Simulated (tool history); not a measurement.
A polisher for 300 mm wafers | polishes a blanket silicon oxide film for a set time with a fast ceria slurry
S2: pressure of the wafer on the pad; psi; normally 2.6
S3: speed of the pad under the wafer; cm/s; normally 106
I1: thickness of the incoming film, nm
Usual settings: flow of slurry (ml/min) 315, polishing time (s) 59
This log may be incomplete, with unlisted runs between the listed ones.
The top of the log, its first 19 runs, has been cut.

Run 20, hour 733.3: usual settings but flow of slurry (ml/min) 285, S2 2.1 psi, S3 122 cm/s, polishing time (s) 44; I1 2526.9. Result: film removed (angstrom) 5218.
Run 21, hour 764.7: usual settings but S2 2.2 psi, S3 84 cm/s; I1 2560.8. Result: film removed (angstrom) 4990.
Run 22, hour 784.4: usual settings but S2 1.7 psi, S3 142 cm/s, polishing time (s) 41; I1 2581.0. Result: film removed (angstrom) 5014.
At hour 801.9: worn pad replaced by a new one.
Run 23, hour 802.4: usual settings; I1 2573.7. Result: film removed (angstrom) 6965.
Run 24, hour 815.0: usual settings but S2 2.1 psi; I1 2544.6. Result: film removed (angstrom) 6088.
Run 25, hour 847.3: usual settings but S2 2.4 psi, S3 84 cm/s; I1 2527.2. Result: film removed (angstrom) 5258.
Run 26, hour 868.6: usual settings but flow of slurry (ml/min) 410; I1 2563.8. Result: film removed (angstrom) 6951.
Run 27, hour 888.0: usual settings but S2 2.4 psi, S3 84 cm/s; I1 2556.1. Result: film removed (angstrom) 5075.
Run 28, hour 919.5: usual settings but flow of slurry (ml/min) 380, S2 1.7 psi, S3 74 cm/s, polishing time (s) 46; I1 2574.2. Result: film removed (angstrom) 2789.
At hour 940.8: head pressure recalibrated.
Run 29, hour 941.3: usual settings but S2 1.8 psi, polishing time (s) 45; I1 2576.9. Result: film removed (angstrom) 4551.
Run 30, hour 1006.5: usual settings; I1 2588.7. Result: film removed (angstrom) 7532.
Run 31, hour 1028.1: usual settings but S2 3.0 psi, S3 126 cm/s, polishing time (s) 67; I1 2588.8. Result: film removed (angstrom) 11324.
Run 32, hour 1052.8: usual settings but flow of slurry (ml/min) 255, S3 82 cm/s; I1 2626.6. Result: film removed (angstrom) 5732.
At hour 1065.3: worn pad replaced by a new one.
Run 33, hour 1081.3: usual settings; I1 2525.8. Result: film removed (angstrom) 7399.
Run 34, hour 1161.7: usual settings but S2 2.1 psi, S3 144 cm/s; I1 2548.4. Result: film removed (angstrom) 8721.
Run 35, hour 1187.3: usual settings; I1 2563.4. Result: film removed (angstrom) 7621.
Run 36, hour 1210.4: usual settings but S2 2.0 psi; I1 2590.6. Result: film removed (angstrom) 6047.

Branching from run 36: 5 alternative next runs. What would each branch give?
Run A, hour 1210.8: usual settings but flow of slurry (ml/min) 255; I1 2592.1. Result: film removed (angstrom) ?.
Run B, hour 1210.8: usual settings but flow of slurry (ml/min) 235, S2 2.2 psi, polishing time (s) 69; I1 2592.1. Result: film removed (angstrom) ?.
Run C, hour 1210.8: usual settings but S2 3.3 psi, polishing time (s) 53; I1 2592.1. Result: film removed (angstrom) ?.
Run D, hour 1210.8: usual settings but flow of slurry (ml/min) 400, S2 2.9 psi, S3 86 cm/s, polishing time (s) 51; I1 2592.1. Result: film removed (angstrom) ?.
Run E, hour 1210.8: usual settings but flow of slurry (ml/min) 370, S2 3.4 psi, S3 92 cm/s, polishing time (s) 38; I1 2592.1. Result: film removed (angstrom) ?.

run  film removed (angstrom)
  A                     7217
  B                     7433
  C                     7910
  D                     5717
  E                     5106
What these runs would have given with no unlogged condition in the tool:
run  film removed (angstrom)
  A                     7353
  B                     7573
  C                     8059
  D                     5825
  E                     5203
